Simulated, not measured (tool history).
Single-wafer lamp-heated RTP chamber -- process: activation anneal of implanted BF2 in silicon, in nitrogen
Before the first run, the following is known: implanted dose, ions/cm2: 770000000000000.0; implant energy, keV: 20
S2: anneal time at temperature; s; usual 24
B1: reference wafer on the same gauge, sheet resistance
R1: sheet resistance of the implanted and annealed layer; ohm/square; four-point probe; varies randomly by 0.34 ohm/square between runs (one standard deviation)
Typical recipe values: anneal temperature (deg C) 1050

{"run": 1, "hour": 0.0, "anneal temperature (deg C)": 1050, "S2": 17, "B1": 142.9, "R1": 165.72}
{"run": 2, "hour": 77.0, "anneal temperature (deg C)": 1050, "S2": 17, "B1": 142.85, "R1": 165.37}
{"run": 3, "hour": 146.5, "anneal temperature (deg C)": 1066, "S2": 24, "B1": 142.77, "R1": 155.75}
{"run": 4, "hour": 238.6, "anneal temperature (deg C)": 1050, "S2": 24, "B1": 142.69, "R1": 161.27}
{"run": 5, "hour": 326.4, "anneal temperature (deg C)": 1050, "S2": 24, "B1": 142.61, "R1": 161.26}
{"run": 6, "hour": 376.6, "anneal temperature (deg C)": 1050, "S2": 24, "B1": 142.61, "R1": 161.7}
{"run": 7, "hour": 426.2, "anneal temperature (deg C)": 1050, "S2": 24, "B1": 142.55, "R1": 161.98}
{"run": 8, "hour": 491.9, "anneal temperature (deg C)": 1050, "S2": 24, "B1": 142.55, "R1": 161.26}
{"run": 9, "hour": 564.2, "anneal temperature (deg C)": 1059, "S2": 24, "B1": 142.53, "R1": 158.38}
{"run": 10, "hour": 650.9, "anneal temperature (deg C)": 1059, "S2": 24, "B1": 142.36, "R1": 157.76}
{"run": 11, "hour": 744.1, "anneal temperature (deg C)": 1059, "S2": 24, "B1": 142.42, "R1": 157.49}
{"run": 12, "hour": 1024.6, "anneal temperature (deg C)": 1030, "S2": 24, "B1": 142.23, "R1": 170.08}
{"run": 13, "hour": 1120.8, "anneal temperature (deg C)": 1050, "S2": 24, "B1": 142.02, "R1": 160.76}
{"run": 14, "hour": 1187.8, "anneal temperature (deg C)": 1021, "S2": 28, "B1": 142.08, "R1": 172.65}
{"run": 15, "hour": 1229.3, "anneal temperature (deg C)": 1050, "S2": 24, "B1": 142.05, "R1": 160.63}
{"run": 16, "hour": 1287.5, "anneal temperature (deg C)": 1050, "S2": 12, "B1": 141.89, "R1": 169.22}
{"run": 17, "hour": 1389.9, "anneal temperature (deg C)": 1050, "S2": 24, "B1": 141.84, "R1": 160.2}
{"run": 18, "hour": 1477.7, "anneal temperature (deg C)": 1079, "S2": 33, "B1": 141.72, "R1": 147.2}
{"run": 19, "hour": 1553.2, "anneal temperature (deg C)": 1059, "S2": 18, "B1": 141.74, "R1": 159.38}
{"run": 20, "hour": 1657.1, "anneal temperature (deg C)": 1025, "S2": 19, "B1": 143.26, "R1": 177.82}
{"run": 21, "hour": 1751.5, "anneal temperature (deg C)": 1038, "S2": 20, "B1": 143.22, "R1": 170.17}
{"run": 22, "hour": 1845.5, "anneal temperature (deg C)": 1050, "S2": 24, "B1": 143.25, "R1": 162.14}
{"run": 23, "hour": 1902.8, "anneal temperature (deg C)": 1062, "S2": 11, "B1": 143.11, "R1": 165.64}
{"run": 24, "hour": 1967.3, "anneal temperature (deg C)": 1023, "S2": 20, "B1": 143.16, "R1": 178.27}
{"run": 25, "hour": 2081.9, "anneal temperature (deg C)": 1050, "S2": 24, "B1": 143.16, "R1": 162.1}
{"run": 26, "hour": 2134.0, "anneal temperature (deg C)": 1024, "S2": 36, "B1": 143.14, "R1": 167.77}
{"run": 27, "hour": 2237.5, "anneal temperature (deg C)": 1021, "S2": 11, "B1": 143.23, "R1": 190.01}
{"run": 28, "hour": 2276.0, "anneal temperature (deg C)": 1050, "S2": 24, "B1": 143.11, "R1": 162.03}
{"run": 29, "hour": 2326.5, "anneal temperature (deg C)": 1050, "S2": 19, "B1": 143.01, "R1": 164.93}
{"run": 30, "hour": 2397.5, "anneal temperature (deg C)": 1050, "S2": 24, "B1": 143.1, "R1": 162.18}
{"run": 31, "hour": 2470.4, "anneal temperature (deg C)": 1064, "S2": 11, "B1": 143.16, "R1": 165.29}
{"run": 32, "hour": 2569.1, "anneal temperature (deg C)": 1077, "S2": 16, "B1": 143.12, "R1": 157.01}
{"run": 33, "hour": 2610.0, "anneal temperature (deg C)": 1075, "S2": 16, "B1": 143.04, "R1": 157.25}
{"run": 34, "hour": 2713.0, "anneal temperature (deg C)": 1050, "S2": 24, "B1": 143.1, "R1": 162.08}
{"run": 35, "hour": 2749.4, "anneal temperature (deg C)": 1037, "S2": 28, "B1": 143.08, "R1": 165.12}

Not shown here: 9 entries made in the log between runs. Locate each between two listed runs and compare the hidden state at the listed run before it with the hidden state at the listed run after it:
Runs 9 to 10: reflector plate cleaned (hour 615.2)
  gauge reads high (%): -0.34 -> -0.38
  the result without the hidden state subtracted from the measured one, R1: -0.54 -> -0.60 ohm/square
Runs 10 to 11: pyrometer window cleaned and pyrometer calibrated (hour 683.8)
  gauge reads high (%): -0.38 -> -0.424
  the result without the hidden state subtracted from the measured one, R1: -0.60 -> -0.67 ohm/square
Runs 14 to 15: reflector plate cleaned (hour 1216.5)
  gauge reads high (%): -0.659 -> -0.683
  the result without the hidden state subtracted from the measured one, R1: -1.15 -> -1.10 ohm/square
Runs 16 to 17: pyrometer window cleaned and pyrometer calibrated (hour 1308.6)
  gauge reads high (%): -0.717 -> -0.778
  the result without the hidden state subtracted from the measured one, R1: -1.23 -> -1.25 ohm/square
Runs 19 to 20: gauge calibrated (hour 1650.1)
  gauge reads high (%): -0.88 -> 0.148
  the result without the hidden state subtracted from the measured one, R1: -1.42 -> +0.27 ohm/square
Runs 21 to 22: reflector plate cleaned (hour 1794.1)
  gauge reads high (%): 0.147 -> 0.145
  the result without the hidden state subtracted from the measured one, R1: +0.25 -> +0.24 ohm/square
Runs 24 to 25: pyrometer window cleaned and pyrometer calibrated (hour 2030.8)
  gauge reads high (%): 0.139 -> 0.131
  the result without the hidden state subtracted from the measured one, R1: +0.25 -> +0.21 ohm/square
Runs 30 to 31: reflector plate cleaned (hour 2406.4)
  gauge reads high (%): 0.0956 -> 0.0848
  the result without the hidden state subtracted from the measured one, R1: +0.15 -> +0.14 ohm/square
Runs 32 to 33: pyrometer window cleaned and pyrometer calibrated (hour 2601.5)
  gauge reads high (%): 0.0685 -> 0.0613
  the result without the hidden state subtracted from the measured one, R1: +0.11 -> +0.09 ohm/square
